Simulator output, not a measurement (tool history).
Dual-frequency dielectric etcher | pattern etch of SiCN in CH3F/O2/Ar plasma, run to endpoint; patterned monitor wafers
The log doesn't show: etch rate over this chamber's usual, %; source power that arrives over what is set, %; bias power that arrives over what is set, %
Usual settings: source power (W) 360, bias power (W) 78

| run | hour | source power (W) | bias power (W) | wafers since the last listed run | hours since the last wet clean | hours since the last source power generator calibration | hours since the last bias power generator calibration | hours since the last upper electrode change | incoming incoming film thickness, nm | endpoint time (s) |
|---|---|---|---|---|---|---|---|---|---|---|
| 1 | 0 | 360 | 89 | 0 | 140.5 | 3867.8 | 3604.4 | 1560.8 | 10.7 | 25 |
| 2 | 71.7 | 360 | 89 | 1312 | 212.2 | 3939.5 | 3676.1 | 1632.5 | 10.67 | 24.7 |
| 3 | 100.1 | 360 | 78 | 519 | 240.6 | 3967.9 | 3704.5 | 1660.9 | 10.8 | 26.2 |
| 4 | 163.3 | 360 | 78 | 1156 | 303.8 | 4031.1 | 3767.7 | 1724.1 | 10.76 | 25.7 |
| 5 | 203.9 | 360 | 78 | 742 | 344.4 | 4071.7 | 3808.3 | 1764.7 | 10.75 | 25.9 |
| 6 | 264.2 | 360 | 78 | 1103 | 404.7 | 4132 | 3868.6 | 1825 | 10.79 | 25.9 |
| 7 | 322.7 | 360 | 78 | 1070 | 463.2 | 4190.5 | 3927.1 | 1883.5 | 10.86 | 26.1 |
|  | 347.8 | wet clean of the chamber |
| 8 | 348.3 | 360 | 62 | 29 | 0.5 | 4216.1 | 3952.7 | 1909.1 | 10.84 | 27 |
| 9 | 390.9 | 360 | 62 | 779 | 43.1 | 4258.7 | 3995.3 | 1951.7 | 10.8 | 27.2 |
| 10 | 417 | 360 | 62 | 477 | 69.2 | 4284.8 | 4021.4 | 1977.8 | 10.85 | 27.2 |
| 11 | 463.2 | 360 | 78 | 845 | 115.4 | 4331 | 4067.6 | 2024 | 10.75 | 25.2 |
| 12 | 532.6 | 360 | 78 | 1270 | 184.8 | 4400.4 | 4137 | 2093.4 | 10.8 | 25 |
| 13 | 567.9 | 360 | 78 | 645 | 220.1 | 4435.7 | 4172.3 | 2128.7 | 10.83 | 25.1 |
| 14 | 636 | 390 | 83 | 1246 | 288.2 | 4503.8 | 4240.4 | 2196.8 | 10.66 | 23.2 |
|  | 667.4 | source power generator calibrated |
|  | 669.9 | wet clean of the chamber, repeated, since the last time left the tool worse |
| 15 | 701.5 | 310 | 78 | 1080 | 31.6 | 34.1 | 4305.9 | 2262.3 | 10.82 | 29 |
| 16 | 760 | 360 | 89 | 1070 | 90.1 | 92.6 | 4364.4 | 2320.8 | 10.8 | 25.6 |
| 17 | 821.5 | 280 | 78 | 1125 | 151.6 | 154.1 | 4425.9 | 2382.3 | 10.82 | 30.7 |
| 18 | 868.9 | 360 | 78 | 867 | 199 | 201.5 | 4473.3 | 2429.7 | 10.86 | 26.4 |
|  | 921.9 | upper electrode replaced |
| 19 | 935.8 | 330 | 61 | 785 | 265.9 | 268.4 | 4540.2 | 13.9 | 10.79 | 29.7 |
| 20 | 969.6 | 360 | 78 | 618 | 299.7 | 302.2 | 4574 | 47.7 | 11 | 26.7 |
| 21 | 1035 | 290 | 78 | 1196 | 365.1 | 367.6 | 4639.4 | 113.1 | 10.74 | 29.3 |
| 22 | 1081.1 | 360 | 78 | 843 | 411.2 | 413.7 | 4685.5 | 159.2 | 10.68 | 25.7 |
| 23 | 1110.4 | 360 | 78 | 536 | 440.5 | 443 | 4714.8 | 188.5 | 10.71 | 25.7 |
| 24 | 1135.3 | 320 | 63 | 455 | 465.4 | 467.9 | 4739.7 | 213.4 | 10.86 | 29.9 |
| 25 | 1171.3 | 390 | 60 | 658 | 501.4 | 503.9 | 4775.7 | 249.4 | 10.83 | 26.9 |
|  | 1210 | wet clean of the chamber |
| 26 | 1237.6 | 360 | 78 | 774 | 27.6 | 570.2 | 4842 | 315.7 | 10.74 | 26.4 |
| 27 | 1281.6 | 430 | 78 | 805 | 71.6 | 614.2 | 4886 | 359.7 | 10.75 | 23.9 |
|  | 1317.1 | bias power generator calibrated |
| 28 | 1322.8 | 330 | 78 | 680 | 112.8 | 655.4 | 5.7 | 400.9 | 10.93 | 28.1 |
| 29 | 1354.4 | 310 | 72 | 578 | 144.4 | 687 | 37.3 | 432.5 | 10.75 | 29.4 |
| 30 | 1404.7 | 280 | 97 | 920 | 194.7 | 737.3 | 87.6 | 482.8 | 10.75 | 28.3 |
| 31 | 1458.4 | 290 | 59 | 982 | 248.4 | 791 | 141.3 | 536.5 | 10.87 | 32.6 |
| 32 | 1517.6 | 360 | 78 | 1083 | 307.6 | 850.2 | 200.5 | 595.7 | 10.71 | 26 |
|  | 1674.5 | wet clean of the chamber |
| 33 | 1725.3 | 420 | 71 | 3361 | 50.8 | 1057.9 | 408.2 | 803.4 | 10.78 | 24.9 |
| 34 | 1785.1 | 270 | 78 | 1094 | 110.6 | 1117.7 | 468 | 863.2 | 10.9 | 31.4 |
| 35 | 1844.2 | 390 | 83 | 1081 | 169.7 | 1176.8 | 527.1 | 922.3 | 10.8 | 24.7 |

Forecast each of these 4 alternatives for the next run:
| A | 1844.6 | 360 | 78 | 7 | 170.1 | 1177.2 | 527.5 | 922.7 | 10.91 | ? |
| B | 1844.6 | 320 | 84 | 7 | 170.1 | 1177.2 | 527.5 | 922.7 | 10.91 | ? |
| C | 1844.6 | 390 | 65 | 7 | 170.1 | 1177.2 | 527.5 | 922.7 | 10.91 | ? |
| D | 1844.6 | 400 | 90 | 7 | 170.1 | 1177.2 | 527.5 | 922.7 | 10.91 | ? |

| run | endpoint time (s) |
|---|---|
| A | 26.7 |
| B | 27.8 |
| C | 26.9 |
| D | 24.1 |
Without the tool's hidden state the same runs would have given:
| run | endpoint time (s) |
|---|---|
| A | 27 |
| B | 28.2 |
| C | 27.3 |
| D | 24.4 |

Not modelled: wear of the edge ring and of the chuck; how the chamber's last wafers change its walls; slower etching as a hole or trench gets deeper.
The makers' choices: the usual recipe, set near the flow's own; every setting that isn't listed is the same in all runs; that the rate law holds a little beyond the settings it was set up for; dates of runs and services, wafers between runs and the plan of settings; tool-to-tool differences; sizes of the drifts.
